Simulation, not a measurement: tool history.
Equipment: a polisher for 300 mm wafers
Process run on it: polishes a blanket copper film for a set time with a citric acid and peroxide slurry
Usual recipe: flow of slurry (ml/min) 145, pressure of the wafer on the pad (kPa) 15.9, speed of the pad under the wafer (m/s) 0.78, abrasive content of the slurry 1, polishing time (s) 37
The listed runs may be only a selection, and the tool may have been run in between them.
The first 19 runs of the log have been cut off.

run	hour	flow of slurry (ml/min)	pressure of the wafer on the pad (kPa)	speed of the pad under the wafer (m/s)	abrasive content of the slurry	polishing time (s)	wafers since the last listed run	wafers polished on this pad	hours since the slurry nozzle was cleaned	hours since the head pressure was calibrated	hours since the slurry blender was calibrated	incoming thickness of the incoming film, nm	film removed (Å)
20	1344	190	15.9	0.78	1.3	33	412	693	462	413.2	153.5	823.9	434
21	1427.4	145	17.2	0.78	1	37	524	1217	545.4	496.6	236.9	824.8	475
22	1510.9	190	14.5	1.02	0.85	37	525	1742	628.9	580.1	320.4	826.4	505
# hour 1519.9: head pressure recalibrated
23	1574.3	145	10.3	0.78	0.75	43	386	2129	692.3	54.4	383.8	825.1	341
24	1642.8	145	15.9	0.56	1	37	430	2559	760.8	122.9	452.3	825.3	345
# hour 1731.3: worn pad replaced by a new one
# hour 1801.9: slurry blender recalibrated
# hour 1809.1: slurry nozzle cleaned
25	1933.4	130	15.9	0.92	0.75	37	1783	1252	124.3	413.5	131.5	811.6	480
26	1983.3	145	15.9	0.78	1	37	313	1566	174.2	463.4	181.4	814.5	440
# hour 2130.3: head pressure recalibrated
27	2130.8	145	15.9	0.86	1	34	915	2481	321.7	0.5	328.9	816.4	432
28	2202.2	110	20.7	0.54	1.3	37	449	2930	393.1	71.9	400.3	810.7	426
# hour 2243.2: worn pad replaced by a new one
29	2253.5	115	17.2	0.78	1	37	297	64	444.4	123.2	451.6	810.6	454
# hour 2306: slurry blender recalibrated
30	2344.6	145	15.9	0.78	0.75	30	560	625	535.5	214.3	38.6	813.7	352

Consider 4 possible next runs. They are alternatives, not a sequence: every one starts from the tool as it was left by run 30. What does each give?
A	2345	145	15.9	0.78	1	37	2	627	535.9	214.7	39	824.6	?
B	2345	145	17.9	0.96	1.25	37	2	627	535.9	214.7	39	824.6	?
C	2345	145	15.9	0.78	1	46	2	627	535.9	214.7	39	824.6	?
D	2345	190	13.8	0.78	1	49	2	627	535.9	214.7	39	824.6	?

run	film removed (Å)
A	463
B	625
C	575
D	561
Had the tool no hidden state, the same runs would have come out as:
run	film removed (Å)
A	465
B	628
C	578
D	564

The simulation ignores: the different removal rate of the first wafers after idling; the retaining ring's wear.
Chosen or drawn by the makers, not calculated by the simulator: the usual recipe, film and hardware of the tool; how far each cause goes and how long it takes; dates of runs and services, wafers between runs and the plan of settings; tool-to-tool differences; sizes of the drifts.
